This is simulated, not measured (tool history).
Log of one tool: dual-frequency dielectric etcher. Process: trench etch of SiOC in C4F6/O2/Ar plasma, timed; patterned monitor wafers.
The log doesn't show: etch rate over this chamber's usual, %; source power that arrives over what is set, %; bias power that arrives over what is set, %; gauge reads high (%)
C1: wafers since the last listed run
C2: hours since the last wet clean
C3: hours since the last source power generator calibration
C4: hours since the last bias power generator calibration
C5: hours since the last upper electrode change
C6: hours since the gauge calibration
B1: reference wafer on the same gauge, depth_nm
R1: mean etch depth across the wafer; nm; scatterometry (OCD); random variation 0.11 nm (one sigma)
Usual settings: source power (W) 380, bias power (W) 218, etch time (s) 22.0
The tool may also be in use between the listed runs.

{"run": 1, "hour": 0.0, "source power (W)": 380, "bias power (W)": 183, "etch time (s)": 22.0, "C1": 0, "C2": 249.9, "C3": 2640.8, "C4": 1681.8, "C5": 2329.9, "C6": 583.0, "B1": 46.47, "R1": 46.69}
{"run": 2, "hour": 85.2, "source power (W)": 380, "bias power (W)": 183, "etch time (s)": 22.0, "C1": 940, "C2": 335.1, "C3": 2726.0, "C4": 1767.0, "C5": 2415.1, "C6": 668.2, "B1": 46.52, "R1": 46.61}
{"hour": 132.0, "done": "wet clean of the chamber"}
{"run": 3, "hour": 154.4, "source power (W)": 380, "bias power (W)": 183, "etch time (s)": 22.0, "C1": 499, "C2": 22.4, "C3": 2795.2, "C4": 1836.2, "C5": 2484.3, "C6": 737.4, "B1": 46.46, "R1": 47.2}
{"run": 4, "hour": 202.3, "source power (W)": 380, "bias power (W)": 218, "etch time (s)": 22.0, "C1": 529, "C2": 70.3, "C3": 2843.1, "C4": 1884.1, "C5": 2532.2, "C6": 785.3, "B1": 46.48, "R1": 51.24}
{"run": 5, "hour": 258.2, "source power (W)": 380, "bias power (W)": 218, "etch time (s)": 22.0, "C1": 617, "C2": 126.2, "C3": 2899.0, "C4": 1940.0, "C5": 2588.1, "C6": 841.2, "B1": 46.49, "R1": 51.01}
{"run": 6, "hour": 333.7, "source power (W)": 380, "bias power (W)": 218, "etch time (s)": 22.0, "C1": 833, "C2": 201.7, "C3": 2974.5, "C4": 2015.5, "C5": 2663.6, "C6": 916.7, "B1": 46.5, "R1": 50.81}
{"run": 7, "hour": 393.5, "source power (W)": 340, "bias power (W)": 218, "etch time (s)": 18.0, "C1": 660, "C2": 261.5, "C3": 3034.3, "C4": 2075.3, "C5": 2723.4, "C6": 976.5, "B1": 46.5, "R1": 40.14}
{"run": 8, "hour": 437.2, "source power (W)": 340, "bias power (W)": 218, "etch time (s)": 18.0, "C1": 482, "C2": 305.2, "C3": 3078.0, "C4": 2119.0, "C5": 2767.1, "C6": 1020.2, "B1": 46.5, "R1": 40.32}
{"hour": 495.0, "done": "upper electrode replaced"}
{"hour": 541.7, "done": "wet clean of the chamber"}
{"run": 9, "hour": 542.2, "source power (W)": 380, "bias power (W)": 218, "etch time (s)": 22.0, "C1": 629, "C2": 0.5, "C3": 3183.0, "C4": 2224.0, "C5": 47.2, "C6": 1125.2, "B1": 46.51, "R1": 53.85}
{"run": 10, "hour": 660.9, "source power (W)": 440, "bias power (W)": 218, "etch time (s)": 17.0, "C1": 1310, "C2": 119.2, "C3": 3301.7, "C4": 2342.7, "C5": 165.9, "C6": 1243.9, "B1": 46.5, "R1": 43.02}
{"hour": 678.8, "done": "bias power generator calibrated"}
{"hour": 754.5, "done": "wet clean of the chamber, repeated, since the last time left the tool worse"}
{"run": 11, "hour": 755.0, "source power (W)": 380, "bias power (W)": 218, "etch time (s)": 22.0, "C1": 730, "C2": 0.5, "C3": 3395.8, "C4": 76.2, "C5": 260.0, "C6": 1338.0, "B1": 46.51, "R1": 51.6}
{"run": 12, "hour": 794.1, "source power (W)": 380, "bias power (W)": 218, "etch time (s)": 25.5, "C1": 431, "C2": 39.6, "C3": 3434.9, "C4": 115.3, "C5": 299.1, "C6": 1377.1, "B1": 46.51, "R1": 59.55}
{"run": 13, "hour": 875.6, "source power (W)": 380, "bias power (W)": 218, "etch time (s)": 22.0, "C1": 900, "C2": 121.1, "C3": 3516.4, "C4": 196.8, "C5": 380.6, "C6": 1458.6, "B1": 46.51, "R1": 51.17}
{"hour": 880.6, "done": "gauge calibrated"}
{"run": 14, "hour": 1129.4, "source power (W)": 380, "bias power (W)": 218, "etch time (s)": 22.0, "C1": 2803, "C2": 374.9, "C3": 3770.2, "C4": 450.6, "C5": 634.4, "C6": 248.8, "B1": 46.47, "R1": 50.6}
{"hour": 1153.2, "done": "source power generator calibrated"}
{"hour": 1163.1, "done": "wet clean of the chamber"}
{"run": 15, "hour": 1174.4, "source power (W)": 440, "bias power (W)": 256, "etch time (s)": 26.5, "C1": 342, "C2": 11.3, "C3": 21.2, "C4": 495.6, "C5": 679.4, "C6": 293.8, "B1": 46.49, "R1": 69.83}
{"run": 16, "hour": 1245.9, "source power (W)": 380, "bias power (W)": 218, "etch time (s)": 22.0, "C1": 789, "C2": 82.8, "C3": 92.7, "C4": 567.1, "C5": 750.9, "C6": 365.3, "B1": 46.5, "R1": 51.46}

The next listed run, before its measurement:
{"run": 17, "hour": 1297.3, "source power (W)": 310, "bias power (W)": 202, "etch time (s)": 19.0, "C1": 567, "C2": 134.2, "C3": 144.1, "C4": 618.5, "C5": 802.3, "C6": 416.7, "B1": "?", "R1": "?"}

Run 17 gave B1 46.49, R1 40.67 nm.
Without the tool's hidden state the same run would have given R1 40.97 nm.

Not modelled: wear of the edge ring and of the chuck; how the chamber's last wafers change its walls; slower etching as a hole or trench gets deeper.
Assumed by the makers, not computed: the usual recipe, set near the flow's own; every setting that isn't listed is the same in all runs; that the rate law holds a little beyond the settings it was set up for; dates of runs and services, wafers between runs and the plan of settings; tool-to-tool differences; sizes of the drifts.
